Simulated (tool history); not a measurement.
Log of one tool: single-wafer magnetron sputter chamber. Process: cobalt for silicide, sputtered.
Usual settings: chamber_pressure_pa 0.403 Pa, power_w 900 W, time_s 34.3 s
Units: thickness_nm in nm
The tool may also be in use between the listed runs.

run,hour,chamber_pressure_pa,power_w,time_s,wafers since the last listed run,wafers on the sputter target,hours since the last manometer calibration,hours since the magnet pack was replaced,hours since the gauge calibration,"read-back reference wafer on the same gauge, thickness_nm",thickness_nm
1,0.0,0.403,900,34.3,0,4907,1455.2,10420.6,194.1,14.295,14.850
2,27.5,0.403,900,34.3,582,5489,1482.7,10448.1,221.6,14.322,14.759
3,47.3,0.403,900,34.3,419,5909,1502.5,10467.9,241.4,14.286,14.717
# hour 68.8: sputter target and shields replaced
4,71.3,0.403,900,34.3,339,52,1526.5,10491.9,265.4,14.325,14.960
5,88.9,0.403,1000,34.3,372,425,1544.1,10509.5,283.0,14.297,16.555
6,110.1,0.403,900,30.4,449,874,1565.3,10530.7,304.2,14.281,13.259
7,125.1,0.403,900,30.4,317,1192,1580.3,10545.7,319.2,14.300,13.225
8,163.0,0.403,1000,31.0,803,1995,1618.2,10583.6,357.1,14.324,14.978
9,178.4,0.403,1000,31.0,326,2321,1633.6,10599.0,372.5,14.282,14.820
10,206.6,0.403,900,34.3,597,2919,1661.8,10627.2,400.7,14.275,14.893
11,241.3,0.285,900,34.3,735,3654,1696.5,10661.9,435.4,14.319,15.493
12,274.2,0.285,900,34.3,697,4351,1729.4,10694.8,468.3,14.306,15.413
13,305.3,0.403,900,37.6,658,5010,1760.5,10725.9,499.4,14.291,16.227
14,327.6,0.285,900,34.3,472,5483,1782.8,10748.2,521.7,14.320,15.395
15,363.1,0.403,900,30.0,752,6235,1818.3,10783.7,557.2,14.295,12.912
16,382.2,0.249,1050,38.7,404,6640,1837.4,10802.8,576.3,14.315,20.286
# hour 393.7: magnet pack replaced, of another model than before
# hour 408.5: sputter target and shields replaced
# hour 408.9: gauge calibrated
17,416.1,0.332,750,31.9,379,161,1871.3,22.4,7.2,14.283,12.113
18,432.7,0.403,800,29.8,351,513,1887.9,39.0,23.8,14.307,11.549
19,463.6,0.403,900,34.3,654,1167,1918.8,69.9,54.7,14.287,14.889
# hour 488.4: capacitance manometer re-zeroed and calibrated
20,488.9,0.255,650,30.1,366,1534,0.5,95.2,80.0,14.292,10.201
21,516.4,0.285,900,34.3,582,2117,28.0,122.7,107.5,14.317,15.860
22,543.5,0.403,1100,39.3,574,2691,55.1,149.8,134.6,14.278,20.848
23,573.4,0.403,700,38.1,633,3324,85.0,179.7,164.5,14.295,12.778
24,606.0,0.403,950,29.0,690,4015,117.6,212.3,197.1,14.301,13.225
25,627.3,0.361,650,34.3,451,4467,138.9,233.6,218.4,14.302,10.916
26,644.2,0.457,700,34.3,358,4825,155.8,250.5,235.3,14.266,11.180
27,680.0,0.344,750,37.7,758,5583,191.6,286.3,271.1,14.304,13.880

What the log doesn't show, run by run:
true argon pressure above the setpoint (%): 0 in every run
gauge reads high (%): 0 in every run
H1: deposition rate above that of a new target (%)
run,H1
1,-1.72
2,-1.92
3,-2.06
4,-0.0953
5,-0.221
6,-0.373
7,-0.48
8,-0.751
9,-0.862
10,-1.06
11,-1.31
12,-1.55
13,-1.77
14,-1.93
15,-2.18
16,-2.32
17,-0.164
18,-0.283
19,-0.504
20,-0.685
21,-0.881
22,-1.08
23,-1.29
24,-1.52
25,-1.67
26,-1.8
27,-2.05
